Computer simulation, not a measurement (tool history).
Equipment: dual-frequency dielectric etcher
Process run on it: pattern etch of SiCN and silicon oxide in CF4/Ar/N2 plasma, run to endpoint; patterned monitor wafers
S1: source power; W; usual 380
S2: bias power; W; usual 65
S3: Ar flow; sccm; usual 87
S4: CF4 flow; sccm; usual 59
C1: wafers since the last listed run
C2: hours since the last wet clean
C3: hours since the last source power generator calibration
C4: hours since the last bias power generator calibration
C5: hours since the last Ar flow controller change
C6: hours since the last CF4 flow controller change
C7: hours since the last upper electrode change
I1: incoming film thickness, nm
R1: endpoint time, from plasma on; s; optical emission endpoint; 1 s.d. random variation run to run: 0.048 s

Run 1, hour 0.0: usual settings but S3 76 sccm; C1 0; C2 36.7; C3 4343.2; C4 2070.1; C5 2276.2; C6 2836.0; C7 2046.1; I1 11.73. Result: R1 15.6 s.
Run 2, hour 100.3: usual settings but S3 76 sccm; C1 1399; C2 137.0; C3 4443.5; C4 2170.4; C5 2376.5; C6 2936.3; C7 2146.4; I1 11.71. Result: R1 15.5 s.
Run 3, hour 198.6: usual settings but S3 76 sccm; C1 1371; C2 235.3; C3 4541.8; C4 2268.7; C5 2474.8; C6 3034.6; C7 2244.7; I1 11.66. Result: R1 15.4 s.
Run 4, hour 303.5: usual settings but S2 52 W, S3 103 sccm; C1 1463; C2 340.2; C3 4646.7; C4 2373.6; C5 2579.7; C6 3139.5; C7 2349.6; I1 11.69. Result: R1 16.9 s.
Run 5, hour 367.0: usual settings but S2 52 W, S3 103 sccm; C1 885; C2 403.7; C3 4710.2; C4 2437.1; C5 2643.2; C6 3203.0; C7 2413.1; I1 11.71. Result: R1 16.8 s.
At hour 378.9: CF4 flow controller replaced.
At hour 427.1: wet clean of the chamber.
Run 6, hour 461.9: usual settings but S1 320 W; C1 905; C2 34.8; C3 4805.1; C4 2532.0; C5 2738.1; C6 83.0; C7 2508.0; I1 11.66. Result: R1 17.5 s.
At hour 546.0: bias power generator calibrated.
Run 7, hour 564.4: usual settings but S1 320 W; C1 1374; C2 137.3; C3 4907.6; C4 18.4; C5 2840.6; C6 185.5; C7 2610.5; I1 11.71. Result: R1 17.6 s.
At hour 578.6: Ar flow controller replaced.
At hour 655.9: upper electrode replaced.
Run 8, hour 656.4: usual settings; C1 864; C2 229.3; C3 4999.6; C4 110.4; C5 77.8; C6 277.5; C7 0.5; I1 11.66. Result: R1 15.6 s.
Run 9, hour 684.0: usual settings but S1 310 W, S3 66 sccm, S4 54 sccm; C1 385; C2 256.9; C3 5027.2; C4 138.0; C5 105.4; C6 305.1; C7 28.1; I1 11.86. Result: R1 17.6 s.
At hour 708.7: source power generator calibrated.
Run 10, hour 753.2: usual settings but S2 51 W, S4 47 sccm; C1 909; C2 326.1; C3 44.5; C4 207.2; C5 174.6; C6 374.3; C7 97.3; I1 11.71. Result: R1 17.2 s.
Run 11, hour 795.4: usual settings but S1 470 W, S2 53 W, S4 53 sccm; C1 588; C2 368.3; C3 86.7; C4 249.4; C5 216.8; C6 416.5; C7 139.5; I1 11.80. Result: R1 14.6 s.
Run 12, hour 898.0: usual settings but S1 470 W, S2 75 W, S3 98 sccm, S4 65 sccm; C1 1431; C2 470.9; C3 189.3; C4 352.0; C5 319.4; C6 519.1; C7 242.1; I1 11.65. Result: R1 13.0 s.
At hour 992.7: wet clean of the chamber.
Run 13, hour 993.2: usual settings but S1 440 W, S2 56 W, S3 74 sccm, S4 71 sccm; C1 993; C2 0.5; C3 284.5; C4 447.2; C5 414.6; C6 614.3; C7 337.3; I1 11.83. Result: R1 14.2 s.
Run 14, hour 1059.0: usual settings but S1 480 W, S4 68 sccm; C1 917; C2 66.3; C3 350.3; C4 513.0; C5 480.4; C6 680.1; C7 403.1; I1 11.69. Result: R1 13.2 s.

What if the next run were any one of these 4? Each begins from the tool's condition after run 14:
Run A, hour 1059.4: usual settings but S3 77 sccm; C1 5; C2 66.7; C3 350.7; C4 513.4; C5 480.8; C6 680.5; C7 403.5; I1 11.68. Result: R1 ?.
Run B, hour 1059.4: usual settings but S4 73 sccm; C1 5; C2 66.7; C3 350.7; C4 513.4; C5 480.8; C6 680.5; C7 403.5; I1 11.68. Result: R1 ?.
Run C, hour 1059.4: usual settings but S1 420 W, S3 94 sccm, S4 72 sccm; C1 5; C2 66.7; C3 350.7; C4 513.4; C5 480.8; C6 680.5; C7 403.5; I1 11.68. Result: R1 ?.
Run D, hour 1059.4: usual settings but S1 310 W, S2 51 W, S4 44 sccm; C1 5; C2 66.7; C3 350.7; C4 513.4; C5 480.8; C6 680.5; C7 403.5; I1 11.68. Result: R1 ?.

run    R1
  A  15.6
  B  15.3
  C  14.5
  D  20.0
Without the tool's hidden state the same runs would have given:
run    R1
  A  15.6
  B  15.4
  C  14.6
  D  20.1
